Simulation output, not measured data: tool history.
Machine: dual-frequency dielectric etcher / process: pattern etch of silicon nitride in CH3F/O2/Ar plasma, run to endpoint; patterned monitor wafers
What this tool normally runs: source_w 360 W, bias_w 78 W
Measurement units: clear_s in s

run   hour  source_w  bias_w  wafers since the last listed run  hours since the last wet clean  hours since the last source power generator calibration  hours since the last bias power generator calibration  hours since the last upper electrode change  incoming incoming film thickness, nm  clear_s
  1    0.0       360      78                                 0                           344.1                                                   1953.2                                                 4334.6                                       3858.4                                 44.44     63.9
      12.3  -- wet clean of the chamber
  2   28.5       360      78                               171                            16.2                                                   1981.7                                                 4363.1                                       3886.9                                 44.37     68.1
  3   55.5       340      78                               286                            43.2                                                   2008.7                                                 4390.1                                       3913.9                                 44.71     69.8
  4   87.3       340      78                               338                            75.0                                                   2040.5                                                 4421.9                                       3945.7                                 44.69     69.5
  5  116.9       340      78                               314                           104.6                                                   2070.1                                                 4451.5                                       3975.3                                 44.52     69.4
  6  141.1       360      84                               257                           128.8                                                   2094.3                                                 4475.7                                       3999.5                                 45.23     64.0
  7  171.3       360      90                               321                           159.0                                                   2124.5                                                 4505.9                                       4029.7                                 44.48     61.0
  8  187.1       330      78                               167                           174.8                                                   2140.3                                                 4521.7                                       4045.5                                 44.69     69.4
     201.1  -- source power generator calibrated
  9  210.2       330      78                               203                           197.9                                                      9.1                                                 4544.8                                       4068.6                                 44.50     69.1
 10  231.9       360      78                               230                           219.6                                                     30.8                                                 4566.5                                       4090.3                                 45.01     67.0
 11  263.9       360      78                               340                           251.6                                                     62.8                                                 4598.5                                       4122.3                                 44.34     64.8
 12  276.3       360      73                               131                           264.0                                                     75.2                                                 4610.9                                       4134.7                                 44.75     68.5
 13  291.5       360      73                               161                           279.2                                                     90.4                                                 4626.1                                       4149.9                                 44.17     67.2
     332.6  -- upper electrode replaced, of another model than before
 14  333.1       400      60                               187                           320.8                                                    132.0                                                 4667.7                                          0.5                                 44.46     63.8
 15  335.9       360      68                                29                           323.6                                                    134.8                                                 4670.5                                          3.3                                 44.68     67.5
 16  359.2       280      87                               247                           346.9                                                    158.1                                                 4693.8                                         26.6                                 44.76     78.7
     393.6  -- wet clean of the chamber
 17  394.1       360      67                               115                             0.5                                                    193.0                                                 4728.7                                         61.5                                 44.64     69.2
     408.3  -- bias power generator calibrated
 18  408.8       360      78                               113                            15.2                                                    207.7                                                    0.5                                         76.2                                 44.30     66.5
 19  420.6       280      78                               125                            27.0                                                    219.5                                                   12.3                                         88.0                                 44.61     83.9
 20  455.0       360      78                               365                            61.4                                                    253.9                                                   46.7                                        122.4                                 44.51     66.9
 21  475.6       280      78                               218                            82.0                                                    274.5                                                   67.3                                        143.0                                 44.70     82.8
 22  488.9       430      78                               141                            95.3                                                    287.8                                                   80.6                                        156.3                                 44.77     58.6
 23  514.1       320      69                               267                           120.5                                                    313.0                                                  105.8                                        181.5                                 44.72     75.1
 24  534.5       320      73                               216                           140.9                                                    333.4                                                  126.2                                        201.9                                 44.90     73.8
 25  559.7       330      59                               267                           166.1                                                    358.6                                                  151.4                                        227.1                                 44.80     76.2
 26  593.6       360      78                               360                           200.0                                                    392.5                                                  185.3                                        261.0                                 44.40     64.1

3 ways to go on from here, each from the tool as it stands after run 26. What would each give?
  A  594.0       360      94                                 4                           200.4                                                    392.9                                                  185.7                                        261.4                                 44.61        ?
  B  594.0       410      92                                 4                           200.4                                                    392.9                                                  185.7                                        261.4                                 44.61        ?
  C  594.0       410      86                                 4                           200.4                                                    392.9                                                  185.7                                        261.4                                 44.61        ?

run  clear_s
  A     62.3
  B     57.1
  C     58.3
Take away the tool's hidden state, keep each run's random variation, and the runs would have read:
run  clear_s
  A     64.7
  B     59.2
  C     60.5
